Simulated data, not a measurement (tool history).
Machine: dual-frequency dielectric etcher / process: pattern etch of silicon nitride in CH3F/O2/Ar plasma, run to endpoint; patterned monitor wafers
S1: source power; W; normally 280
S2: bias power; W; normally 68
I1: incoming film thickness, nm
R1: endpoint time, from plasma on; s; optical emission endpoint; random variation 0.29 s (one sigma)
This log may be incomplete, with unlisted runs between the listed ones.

| run | hour | S1 | S2 | I1 | R1 |
|---|---|---|---|---|---|
| 1 | 0.0 | 280 | 57 | 60.1 | 104.8 |
| 2 | 69.9 | 280 | 57 | 60.5 | 106.1 |
| 3 | 101.1 | 300 | 54 | 60.6 | 106.2 |
| 4 | 142.1 | 300 | 54 | 60.7 | 106.9 |
| 5 | 200.2 | 280 | 68 | 61.0 | 100.1 |
| 6 | 227.1 | 280 | 68 | 60.4 | 99.7 |
|  | 285.0 | wet clean of the chamber |
| 7 | 285.5 | 280 | 68 | 60.4 | 98.4 |
| 8 | 294.0 | 330 | 68 | 61.1 | 95.6 |
| 9 | 364.5 | 330 | 68 | 60.8 | 95.6 |
| 10 | 433.2 | 230 | 68 | 61.2 | 104.0 |
| 11 | 464.0 | 230 | 68 | 60.7 | 103.7 |
| 12 | 529.0 | 230 | 68 | 60.4 | 103.6 |
| 13 | 732.4 | 280 | 68 | 60.8 | 99.9 |
| 14 | 771.1 | 280 | 68 | 61.0 | 100.1 |
| 15 | 828.5 | 280 | 78 | 60.3 | 94.5 |
| 16 | 874.0 | 280 | 78 | 60.2 | 94.1 |
| 17 | 907.4 | 280 | 78 | 60.5 | 94.6 |
|  | 914.6 | source power generator calibrated |
|  | 960.8 | wet clean of the chamber |
| 18 | 963.8 | 280 | 68 | 60.4 | 98.6 |
| 19 | 994.8 | 210 | 73 | 60.6 | 102.5 |
| 20 | 1035.9 | 300 | 68 | 60.1 | 96.9 |
| 21 | 1060.8 | 240 | 78 | 60.2 | 96.7 |
| 22 | 1118.7 | 280 | 68 | 60.0 | 98.4 |
|  | 1156.1 | upper electrode replaced |
| 23 | 1161.2 | 300 | 54 | 60.3 | 106.5 |
|  | 1181.5 | bias power generator calibrated |
| 24 | 1219.1 | 320 | 73 | 61.0 | 93.2 |
| 25 | 1263.0 | 340 | 61 | 60.1 | 97.4 |
| 26 | 1314.1 | 280 | 68 | 60.7 | 98.5 |
| 27 | 1354.2 | 320 | 68 | 60.5 | 95.6 |
| 28 | 1405.9 | 260 | 68 | 60.6 | 100.4 |
| 29 | 1452.7 | 230 | 74 | 60.6 | 99.6 |
| 30 | 1493.8 | 280 | 68 | 60.5 | 98.7 |
| 31 | 1551.2 | 280 | 68 | 59.9 | 97.7 |
|  | 1578.1 | wet clean of the chamber |
| 32 | 1615.8 | 280 | 68 | 60.6 | 97.8 |
| 33 | 1661.0 | 350 | 68 | 60.7 | 93.1 |
| 34 | 1728.1 | 320 | 74 | 60.5 | 91.2 |
| 35 | 1795.8 | 220 | 62 | 60.0 | 105.5 |
| 36 | 1897.4 | 280 | 80 | 60.4 | 92.3 |

Consider 3 possible next runs. They are alternatives, not a sequence: every one starts from the tool as it was left by run 36. What does each give?
| A | 1897.8 | 280 | 68 | 60.9 | ? |
| B | 1897.8 | 220 | 79 | 60.9 | ? |
| C | 1897.8 | 280 | 51 | 60.9 | ? |

| run | R1 |
|---|---|
| A | 98.9 |
| B | 98.1 |
| C | 110.1 |
The same runs, with their run-to-run variation unchanged, on a tool lacking any hidden condition would have given:
| run | R1 |
|---|---|
| A | 98.2 |
| B | 97.4 |
| C | 109.4 |
